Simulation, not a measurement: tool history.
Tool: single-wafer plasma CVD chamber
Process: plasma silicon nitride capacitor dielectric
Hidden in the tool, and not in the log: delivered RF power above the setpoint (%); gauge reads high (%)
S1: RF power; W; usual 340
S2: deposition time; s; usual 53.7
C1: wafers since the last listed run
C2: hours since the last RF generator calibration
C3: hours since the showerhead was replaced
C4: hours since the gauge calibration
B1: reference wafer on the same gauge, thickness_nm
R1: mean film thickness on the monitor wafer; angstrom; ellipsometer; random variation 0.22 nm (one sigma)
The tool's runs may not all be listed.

| run | hour | S1 | S2 | C1 | C2 | C3 | C4 | B1 | R1 |
|---|---|---|---|---|---|---|---|---|---|
| 1 | 0 | 340 | 53.7 | 0 | 251.1 | 3524.3 | 446.9 | 64.996 | 642.36 |
| 2 | 46.4 | 340 | 53.7 | 1126 | 297.5 | 3570.7 | 493.3 | 65.025 | 643.11 |
| 3 | 145.5 | 340 | 48 | 2405 | 396.6 | 3669.8 | 592.4 | 65.012 | 571.86 |
| 4 | 211.3 | 385 | 53.7 | 1597 | 462.4 | 3735.6 | 658.2 | 65.116 | 670.82 |
| 5 | 303.4 | 385 | 53.7 | 2235 | 554.5 | 3827.7 | 750.3 | 65.172 | 669.11 |
| 6 | 340.4 | 385 | 53.7 | 898 | 591.5 | 3864.7 | 787.3 | 65.222 | 674.87 |
| 7 | 413.7 | 340 | 49.6 | 1779 | 664.8 | 3938 | 860.6 | 65.254 | 599.43 |
| 8 | 456.3 | 340 | 49.6 | 1034 | 707.4 | 3980.6 | 903.2 | 65.26 | 595.18 |
| 9 | 533.2 | 340 | 49.6 | 1866 | 784.3 | 4057.5 | 980.1 | 65.364 | 599.53 |
| 10 | 569.8 | 380 | 58.1 | 888 | 820.9 | 4094.1 | 1016.7 | 65.394 | 724.62 |
| 11 | 673 | 325 | 53.7 | 2504 | 924.1 | 4197.3 | 1119.9 | 65.533 | 638.41 |
| 12 | 757.1 | 340 | 53.7 | 2041 | 1008.2 | 4281.4 | 1204 | 65.59 | 649.72 |
| 13 | 809.4 | 340 | 53.7 | 1269 | 1060.5 | 4333.7 | 1256.3 | 65.67 | 649.07 |
|  | 919.2 | showerhead replaced |
|  | 1006.3 | RF generator calibrated |
| 14 | 1114.8 | 305 | 45 | 7024 | 108.5 | 195.6 | 1561.7 | 66.061 | 530.41 |
| 15 | 1194.2 | 340 | 53.7 | 1927 | 187.9 | 275 | 1641.1 | 66.156 | 655.11 |
| 16 | 1296.1 | 400 | 45.8 | 2473 | 289.8 | 376.9 | 1743 | 66.322 | 590.09 |
| 17 | 1365.2 | 290 | 49.6 | 1677 | 358.9 | 446 | 1812.1 | 66.409 | 573.19 |
| 18 | 1441.3 | 365 | 53.7 | 1847 | 435 | 522.1 | 1888.2 | 66.619 | 675.02 |
| 19 | 1485.1 | 390 | 61.6 | 1063 | 478.8 | 565.9 | 1932 | 66.641 | 793.65 |
| 20 | 1557.9 | 340 | 53.7 | 1767 | 551.6 | 638.7 | 2004.8 | 66.805 | 655.65 |
|  | 1578.7 | gauge calibrated |
| 21 | 1641.1 | 340 | 53.7 | 2019 | 634.8 | 721.9 | 62.4 | 65.028 | 642.31 |
| 22 | 1689.3 | 340 | 53.7 | 1169 | 683 | 770.1 | 110.6 | 65.06 | 641.75 |
| 23 | 1782.7 | 375 | 50.7 | 2267 | 776.4 | 863.5 | 204 | 65.039 | 625.83 |
| 24 | 1828.1 | 405 | 63 | 1101 | 821.8 | 908.9 | 249.4 | 65.01 | 792.43 |

The next listed run, before its measurement:
| 25 | 1916.2 | 325 | 53.7 | 2138 | 909.9 | 997 | 337.5 | ? | ? |

Run 25 gave B1 65.087, R1 629.27 angstrom.
Without the tool's hidden state the same run would have given R1 628.46 angstrom.
